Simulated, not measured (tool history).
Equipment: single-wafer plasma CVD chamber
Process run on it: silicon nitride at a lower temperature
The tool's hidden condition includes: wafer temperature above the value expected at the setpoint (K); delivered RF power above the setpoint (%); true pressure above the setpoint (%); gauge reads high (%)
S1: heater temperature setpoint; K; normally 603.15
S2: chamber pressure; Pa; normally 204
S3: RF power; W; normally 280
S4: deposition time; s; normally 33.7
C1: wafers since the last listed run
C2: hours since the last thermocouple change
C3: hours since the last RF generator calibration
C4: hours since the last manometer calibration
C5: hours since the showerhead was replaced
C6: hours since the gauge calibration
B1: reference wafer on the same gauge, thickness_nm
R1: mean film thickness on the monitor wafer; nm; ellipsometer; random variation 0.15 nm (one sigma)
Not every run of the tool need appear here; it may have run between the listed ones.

{"run": 1, "hour": 0.0, "S1": 603.15, "S2": 204, "S3": 280, "S4": 33.7, "C1": 0, "C2": 1065, "C3": 154, "C4": 1310.5, "C5": 4980, "C6": 210.3, "B1": 36.503, "R1": 36.939}
{"run": 2, "hour": 28.8, "S1": 603.15, "S2": 204, "S3": 280, "S4": 33.7, "C1": 686, "C2": 1093.8, "C3": 182.8, "C4": 1339.3, "C5": 5008.8, "C6": 239.1, "B1": 36.596, "R1": 36.843}
{"run": 3, "hour": 81.4, "S1": 603.15, "S2": 204, "S3": 280, "S4": 33.7, "C1": 1254, "C2": 1146.4, "C3": 235.4, "C4": 1391.9, "C5": 5061.4, "C6": 291.7, "B1": 36.626, "R1": 36.989}
{"run": 4, "hour": 137.7, "S1": 603.15, "S2": 204, "S3": 280, "S4": 33.7, "C1": 1342, "C2": 1202.7, "C3": 291.7, "C4": 1448.2, "C5": 5117.7, "C6": 348, "B1": 36.751, "R1": 36.806}
{"run": 5, "hour": 186.8, "S1": 603.15, "S2": 204, "S3": 280, "S4": 33.7, "C1": 1170, "C2": 1251.8, "C3": 340.8, "C4": 1497.3, "C5": 5166.8, "C6": 397.1, "B1": 36.847, "R1": 37.017}
{"run": 6, "hour": 211.5, "S1": 603.15, "S2": 204, "S3": 280, "S4": 33.7, "C1": 588, "C2": 1276.5, "C3": 365.5, "C4": 1522, "C5": 5191.5, "C6": 421.8, "B1": 36.784, "R1": 37.098}
{"run": 7, "hour": 294.3, "S1": 603.15, "S2": 204, "S3": 280, "S4": 33.7, "C1": 1974, "C2": 1359.3, "C3": 448.3, "C4": 1604.8, "C5": 5274.3, "C6": 504.6, "B1": 36.91, "R1": 37.206}
{"run": 8, "hour": 329.7, "S1": 603.15, "S2": 204, "S3": 280, "S4": 33.7, "C1": 844, "C2": 1394.7, "C3": 483.7, "C4": 1640.2, "C5": 5309.7, "C6": 540, "B1": 36.985, "R1": 37.227}
{"run": 9, "hour": 371.8, "S1": 603.15, "S2": 204, "S3": 315, "S4": 36.4, "C1": 1003, "C2": 1436.8, "C3": 525.8, "C4": 1682.3, "C5": 5351.8, "C6": 582.1, "B1": 37.006, "R1": 43.784}
{"run": 10, "hour": 409.3, "S1": 603.15, "S2": 204, "S3": 280, "S4": 33.7, "C1": 894, "C2": 1474.3, "C3": 563.3, "C4": 1719.8, "C5": 5389.3, "C6": 619.6, "B1": 37.074, "R1": 37.173}
{"hour": 417.4, "done": "thermocouple changed; heater temperature recalibrated"}
{"run": 11, "hour": 434.0, "S1": 603.15, "S2": 204, "S3": 280, "S4": 33.7, "C1": 398, "C2": 16.6, "C3": 588, "C4": 1744.5, "C5": 5414, "C6": 644.3, "B1": 37.095, "R1": 37.029}
{"hour": 483.6, "done": "showerhead replaced"}
{"run": 12, "hour": 497.2, "S1": 603.15, "S2": 204, "S3": 280, "S4": 33.7, "C1": 1316, "C2": 79.8, "C3": 651.2, "C4": 1807.7, "C5": 13.6, "C6": 707.5, "B1": 37.123, "R1": 37.26}
{"run": 13, "hour": 546.0, "S1": 603.15, "S2": 204, "S3": 280, "S4": 33.7, "C1": 1163, "C2": 128.6, "C3": 700, "C4": 1856.5, "C5": 62.4, "C6": 756.3, "B1": 37.09, "R1": 37.412}
{"run": 14, "hour": 596.1, "S1": 603.15, "S2": 204, "S3": 280, "S4": 33.7, "C1": 1194, "C2": 178.7, "C3": 750.1, "C4": 1906.6, "C5": 112.5, "C6": 806.4, "B1": 37.099, "R1": 37.32}
{"run": 15, "hour": 636.9, "S1": 609.15, "S2": 204, "S3": 250, "S4": 32, "C1": 972, "C2": 219.5, "C3": 790.9, "C4": 1947.4, "C5": 153.3, "C6": 847.2, "B1": 37.202, "R1": 32.544}
{"run": 16, "hour": 687.5, "S1": 615.15, "S2": 236, "S3": 325, "S4": 31.1, "C1": 1206, "C2": 270.1, "C3": 841.5, "C4": 1998, "C5": 203.9, "C6": 897.8, "B1": 37.135, "R1": 39.411}
{"run": 17, "hour": 734.2, "S1": 603.15, "S2": 204, "S3": 330, "S4": 33.7, "C1": 1113, "C2": 316.8, "C3": 888.2, "C4": 2044.7, "C5": 250.6, "C6": 944.5, "B1": 37.161, "R1": 42.385}
{"run": 18, "hour": 794.2, "S1": 609.15, "S2": 204, "S3": 280, "S4": 30.9, "C1": 1430, "C2": 376.8, "C3": 948.2, "C4": 2104.7, "C5": 310.6, "C6": 1004.5, "B1": 37.274, "R1": 34.329}
{"run": 19, "hour": 842.2, "S1": 596.15, "S2": 236, "S3": 260, "S4": 29.4, "C1": 1144, "C2": 424.8, "C3": 996.2, "C4": 2152.7, "C5": 358.6, "C6": 1052.5, "B1": 37.338, "R1": 31.793}
{"run": 20, "hour": 871.3, "S1": 603.15, "S2": 204, "S3": 280, "S4": 36.8, "C1": 693, "C2": 453.9, "C3": 1025.3, "C4": 2181.8, "C5": 387.7, "C6": 1081.6, "B1": 37.283, "R1": 40.804}
{"run": 21, "hour": 912.2, "S1": 610.15, "S2": 233, "S3": 280, "S4": 33.7, "C1": 975, "C2": 494.8, "C3": 1066.2, "C4": 2222.7, "C5": 428.6, "C6": 1122.5, "B1": 37.257, "R1": 38.509}
{"hour": 921.5, "done": "capacitance manometer re-zeroed and calibrated"}
{"hour": 928.2, "done": "RF generator calibrated"}
{"run": 22, "hour": 945.5, "S1": 603.15, "S2": 204, "S3": 280, "S4": 33.7, "C1": 442, "C2": 528.1, "C3": 17.3, "C4": 24, "C5": 461.9, "C6": 1155.8, "B1": 37.304, "R1": 37.661}
{"run": 23, "hour": 1001.7, "S1": 603.15, "S2": 253, "S3": 240, "S4": 38.1, "C1": 1339, "C2": 584.3, "C3": 73.5, "C4": 80.2, "C5": 518.1, "C6": 1212, "B1": 37.305, "R1": 38.76}
{"hour": 1063.6, "done": "gauge calibrated"}
{"run": 24, "hour": 1067.1, "S1": 603.15, "S2": 204, "S3": 280, "S4": 33.7, "C1": 1559, "C2": 649.7, "C3": 138.9, "C4": 145.6, "C5": 583.5, "C6": 3.5, "B1": 36.006, "R1": 36.09}
{"run": 25, "hour": 1128.9, "S1": 603.15, "S2": 204, "S3": 280, "S4": 33.7, "C1": 1473, "C2": 711.5, "C3": 200.7, "C4": 207.4, "C5": 645.3, "C6": 65.3, "B1": 36.077, "R1": 36.252}
{"run": 26, "hour": 1191.5, "S1": 603.15, "S2": 204, "S3": 305, "S4": 33.7, "C1": 1492, "C2": 774.1, "C3": 263.3, "C4": 270, "C5": 707.9, "C6": 127.9, "B1": 36.277, "R1": 39.086}
{"run": 27, "hour": 1306.9, "S1": 603.15, "S2": 204, "S3": 240, "S4": 33.7, "C1": 2751, "C2": 889.5, "C3": 378.7, "C4": 385.4, "C5": 823.3, "C6": 243.3, "B1": 36.458, "R1": 32.402}
{"run": 28, "hour": 1359.7, "S1": 603.15, "S2": 220, "S3": 280, "S4": 38, "C1": 1258, "C2": 942.3, "C3": 431.5, "C4": 438.2, "C5": 876.1, "C6": 296.1, "B1": 36.512, "R1": 41.802}

Consider 5 possible next runs. They are alternatives, not a sequence: every one starts from the tool as it was left by run 28. What does each give?
{"run": "A", "hour": 1360.1, "S1": 603.15, "S2": 204, "S3": 280, "S4": 28.9, "C1": 9, "C2": 942.7, "C3": 431.9, "C4": 438.6, "C5": 876.5, "C6": 296.5, "B1": "?", "R1": "?"}
{"run": "B", "hour": 1360.1, "S1": 607.15, "S2": 185, "S3": 300, "S4": 36.7, "C1": 9, "C2": 942.7, "C3": 431.9, "C4": 438.6, "C5": 876.5, "C6": 296.5, "B1": "?", "R1": "?"}
{"run": "C", "hour": 1360.1, "S1": 603.15, "S2": 204, "S3": 300, "S4": 33.7, "C1": 9, "C2": 942.7, "C3": 431.9, "C4": 438.6, "C5": 876.5, "C6": 296.5, "B1": "?", "R1": "?"}
{"run": "D", "hour": 1360.1, "S1": 588.15, "S2": 204, "S3": 280, "S4": 33.7, "C1": 9, "C2": 942.7, "C3": 431.9, "C4": 438.6, "C5": 876.5, "C6": 296.5, "B1": "?", "R1": "?"}
{"run": "E", "hour": 1360.1, "S1": 603.15, "S2": 204, "S3": 280, "S4": 40, "C1": 9, "C2": 942.7, "C3": 431.9, "C4": 438.6, "C5": 876.5, "C6": 296.5, "B1": "?", "R1": "?"}

run=A B1=36.578 R1=31.494
run=B B1=36.578 R1=41.415
run=C B1=36.578 R1=38.667
run=D B1=36.578 R1=36.879
run=E B1=36.578 R1=43.56
Without the tool's unlogged condition, the same runs would have read:
run=A R1=30.906
run=B R1=40.642
run=C R1=37.945
run=D R1=36.19
run=E R1=42.746

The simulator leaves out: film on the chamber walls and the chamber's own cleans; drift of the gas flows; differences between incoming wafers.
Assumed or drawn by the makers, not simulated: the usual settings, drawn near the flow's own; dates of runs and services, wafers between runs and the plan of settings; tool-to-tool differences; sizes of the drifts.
